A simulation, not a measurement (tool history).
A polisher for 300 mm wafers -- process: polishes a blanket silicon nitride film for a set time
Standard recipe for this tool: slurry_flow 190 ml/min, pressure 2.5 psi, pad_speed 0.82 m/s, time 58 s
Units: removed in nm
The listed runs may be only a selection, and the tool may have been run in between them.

run,day,slurry_flow,pressure,pad_speed,time,"incoming thickness of the incoming film, nm",removed
1,0,190,2.5,0.7,58,850.4,51.2
2,1.379,165,2.5,0.82,58,860,55.8
3,2.104,165,2.5,0.82,58,851.4,55.9
4,3.167,190,2.5,0.74,58,864,52.2
5,4.288,190,2.5,0.74,58,840.6,52.5
# day 4.646: worn pad replaced by a new one
6,5.775,190,2.5,0.74,58,847.7,52
# day 7.275: slurry nozzle cleaned
7,7.296,190,2.2,0.82,58,855.7,51.9
8,8.662,190,2.2,0.82,58,846.5,52
# day 9.067: worn pad replaced by a new one
9,10.092,190,2.2,0.82,58,855.6,52.1
10,11.192,190,2.5,0.82,68,852.6,68.7
11,12.467,190,2.5,0.82,58,850.3,59.5
12,13.279,190,2.5,0.82,68,851.1,68.3
# day 13.625: worn pad replaced by a new one
# day 13.888: head pressure recalibrated
13,14.138,190,2.5,0.56,58,856.9,39
14,14.667,155,3.1,0.66,71,843.5,64.6
15,16.083,235,2.5,0.82,58,851.4,53.8
16,17.388,190,2.5,0.82,74,846,65.8
# day 17.9: worn pad replaced by a new one
17,18.138,130,2.5,0.82,58,849,46.1
# day 19.267: slurry nozzle cleaned
18,19.467,210,2.1,0.56,77,862.8,46.1
19,20.904,190,2.5,0.82,58,855,56.2
20,22.375,190,2.5,0.82,58,842.6,55.3
# day 22.892: worn pad replaced by a new one
21,22.967,190,1.7,0.94,58,840.1,43.2

Alternative continuations, all from the tool just after run 21; predict every row:
A,22.983,190,2.5,0.82,58,856.3,?
B,22.983,190,3.1,1.08,58,856.3,?
C,22.983,255,2.5,0.82,72,856.3,?

run,removed
A,56.8
B,87.8
C,73.4
Take away the tool's hidden state, keep each run's random variation, and the runs would have read:
run,removed
A,53.1
B,82.1
C,68.5

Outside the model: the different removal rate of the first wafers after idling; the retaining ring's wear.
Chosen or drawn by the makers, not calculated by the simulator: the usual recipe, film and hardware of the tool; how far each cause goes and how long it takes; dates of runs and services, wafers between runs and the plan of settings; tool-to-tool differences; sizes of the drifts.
